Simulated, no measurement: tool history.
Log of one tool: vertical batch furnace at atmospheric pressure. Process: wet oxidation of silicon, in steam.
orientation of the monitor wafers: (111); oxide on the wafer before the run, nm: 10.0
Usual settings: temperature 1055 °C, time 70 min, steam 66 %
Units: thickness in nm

| run | hour | temperature | time | steam | read-back reference wafer on the same gauge, thickness | thickness |
|---|---|---|---|---|---|---|
| 1 | 0 | 1041 | 70 | 66 | 432.73 | 489.36 |
| 2 | 26.1 | 1041 | 70 | 66 | 431.44 | 491.42 |
| 3 | 91.9 | 1041 | 70 | 66 | 432.39 | 491.35 |
| 4 | 157.8 | 1055 | 70 | 69 | 431.41 | 531.53 |
| 5 | 221.8 | 1055 | 70 | 69 | 431.98 | 533.85 |
| 6 | 290.2 | 1055 | 70 | 69 | 431.39 | 532.25 |
| 7 | 346.3 | 1072 | 70 | 66 | 430.74 | 559.95 |
| 8 | 386.7 | 1072 | 70 | 66 | 432 | 557.11 |
| 9 | 445.3 | 1072 | 70 | 66 | 432.19 | 561.16 |
| 10 | 582.7 | 1055 | 46 | 66 | 431.42 | 414.2 |
| 11 | 612.2 | 1055 | 46 | 66 | 432.22 | 413.7 |
|  | 665.1 | gauge calibrated |
| 12 | 667.5 | 1055 | 46 | 66 | 432.76 | 416.49 |
| 13 | 727.9 | 1055 | 70 | 66 | 431.85 | 522.69 |
| 14 | 765.9 | 1055 | 70 | 66 | 432.3 | 527.15 |
| 15 | 830.2 | 1055 | 70 | 66 | 432.88 | 530 |
| 16 | 858.7 | 1062 | 44.5 | 66 | 432.63 | 420.88 |
|  | 896.6 | steam generator serviced |
| 17 | 900.6 | 1044 | 86 | 60 | 431.92 | 535.83 |
| 18 | 970.5 | 1055 | 70 | 66 | 432.58 | 527.05 |
| 19 | 1039.3 | 1055 | 70 | 66 | 432.43 | 527.24 |
| 20 | 1077.2 | 1041 | 70 | 66 | 432.19 | 494.33 |
| 21 | 1129.2 | 1055 | 86 | 66 | 431.23 | 592.13 |
| 22 | 1157.2 | 1055 | 70 | 77 | 432.99 | 571.3 |
| 23 | 1193.3 | 1055 | 70 | 74 | 433.02 | 560.77 |
| 24 | 1243.3 | 1038 | 60 | 62 | 431.85 | 431.05 |
| 25 | 1293 | 1065 | 70 | 66 | 432.96 | 547.65 |
| 26 | 1323.8 | 1055 | 70 | 66 | 431.97 | 528.63 |
| 27 | 1385.8 | 1055 | 36.5 | 72 | 431.77 | 382.9 |
| 28 | 1456.3 | 1055 | 70 | 66 | 431.54 | 526.46 |
|  | 1505.9 | thermocouples replaced and temperature profile calibrated |
| 29 | 1506.4 | 1067 | 70 | 55 | 432.35 | 490.83 |
| 30 | 1536.6 | 1055 | 53.5 | 66 | 430.74 | 444.75 |
| 31 | 1580.8 | 1072 | 70 | 66 | 431.34 | 554.5 |
| 32 | 1618.5 | 1055 | 70 | 66 | 432.42 | 520 |
| 33 | 1679.3 | 1069 | 84.5 | 66 | 432.38 | 611.54 |
| 34 | 1710.1 | 1055 | 70 | 66 | 431.76 | 519.1 |
| 35 | 1757 | 1079 | 54 | 54 | 432.19 | 447.85 |
| 36 | 1787.8 | 1055 | 70 | 58 | 431.21 | 480.49 |
| 37 | 1850.9 | 1055 | 70 | 56 | 431.98 | 472.32 |
| 38 | 1920.3 | 1055 | 70 | 66 | 431.74 | 521.43 |
| 39 | 1984.8 | 1055 | 70 | 66 | 432.13 | 518.64 |

3 ways to go on from here, each from the tool as it stands after run 39. What would each give?
| A | 1989.7 | 1055 | 70 | 73 | ? | ? |
| B | 1989.7 | 1055 | 102 | 59 | ? | ? |
| C | 1989.7 | 1036 | 70 | 71 | ? | ? |

| run | read-back reference wafer on the same gauge, thickness | thickness |
|---|---|---|
| A | 432.13 | 553.99 |
| B | 432.13 | 606.79 |
| C | 432.13 | 503.07 |
Without the tool's hidden state the same runs would have given:
| run | thickness |
|---|---|
| A | 546.94 |
| B | 599.28 |
| C | 496.02 |
